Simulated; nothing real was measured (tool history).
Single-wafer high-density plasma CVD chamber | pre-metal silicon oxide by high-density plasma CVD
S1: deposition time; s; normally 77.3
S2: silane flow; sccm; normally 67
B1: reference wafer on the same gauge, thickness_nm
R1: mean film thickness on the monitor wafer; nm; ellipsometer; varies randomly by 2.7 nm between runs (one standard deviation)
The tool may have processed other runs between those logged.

run    hour    S1  S2       B1       R1
  1     0.0  77.3  67  624.937  522.874
  2    48.4  77.3  67  624.614  510.877
  3   103.8  77.3  67  625.117  519.677
  4   152.5  77.3  67  625.766  517.828
  5   198.7  77.3  67  624.897  517.791
  6   243.1  77.3  67  625.186  514.110
  7   295.2  81.6  72  625.627  586.688
  8   330.6  81.6  72  625.405  583.687
  9   378.7  77.3  67  624.799  511.610
 10   405.8  77.3  67  624.666  516.230
 11   440.8  77.3  67  625.615  513.466
 12   475.5  77.3  67  625.248  513.147
 13   536.7  77.3  67  625.812  516.801
 14   569.5  77.3  67  625.071  514.631
 15   636.8  77.3  67  624.878  513.613
 16   704.2  77.3  67  624.284  520.633
 17   758.7  77.3  67  625.617  509.227
 18   789.0  77.3  67  625.502  514.077
 19   860.3  77.3  75  625.313  575.868
      869.5  -- gauge calibrated
 20   926.5  86.6  67  624.655  584.112
      939.4  -- silane flow controller replaced
 21   960.0  86.6  67  625.365  596.337
 22  1024.4  86.6  67  625.268  595.141
 23  1052.9  77.3  63  625.424  499.775
 24  1096.6  77.3  60  625.299  469.338
 25  1166.1  77.3  67  624.757  533.603
 26  1194.1  77.3  67  624.214  531.182
 27  1222.3  83.5  62  624.698  526.336
 28  1275.9  66.9  67  625.114  459.894
 29  1308.1  70.0  73  624.223  522.401
 30  1367.3  66.1  79  624.579  531.102
 31  1411.1  73.1  56  625.482  416.380
 32  1476.1  73.3  67  625.370  499.496
 33  1504.5  77.3  72  624.369  561.943
 34  1535.6  92.0  59  624.691  551.248
 35  1578.0  68.3  74  625.572  511.149
 36  1642.5  77.3  67  624.967  523.302
 37  1691.5  77.3  67  625.014  519.491
 38  1721.7  68.3  74  625.057  514.279
 39  1776.4  81.5  75  624.573  617.971
 40  1831.7  86.2  77  624.574  670.178
 41  1979.6  68.0  54  625.691  367.145
 42  2043.7  77.3  67  625.045  517.698
 43  2085.2  72.7  63  624.172  460.007
 44  2113.6  70.0  73  625.140  510.596
 45  2147.6  77.3  67  625.828  515.042
 46  2199.0  89.2  67  625.746  599.687

Predict each of these 4 candidate next runs independently; none follows another, all start after run 46:
  A  2199.4  77.3  67   ?   ?
  B  2199.4  77.3  58   ?   ?
  C  2199.4  63.5  67   ?   ?
  D  2199.4  62.5  54   ?   ?

run       B1       R1
  A  623.912  523.544
  B  623.912  453.218
  C  623.912  430.079
  D  623.912  341.172
Without the tool's unlogged condition, the same runs would have read:
run       R1
  A  540.240
  B  467.671
  C  443.794
  D  352.052
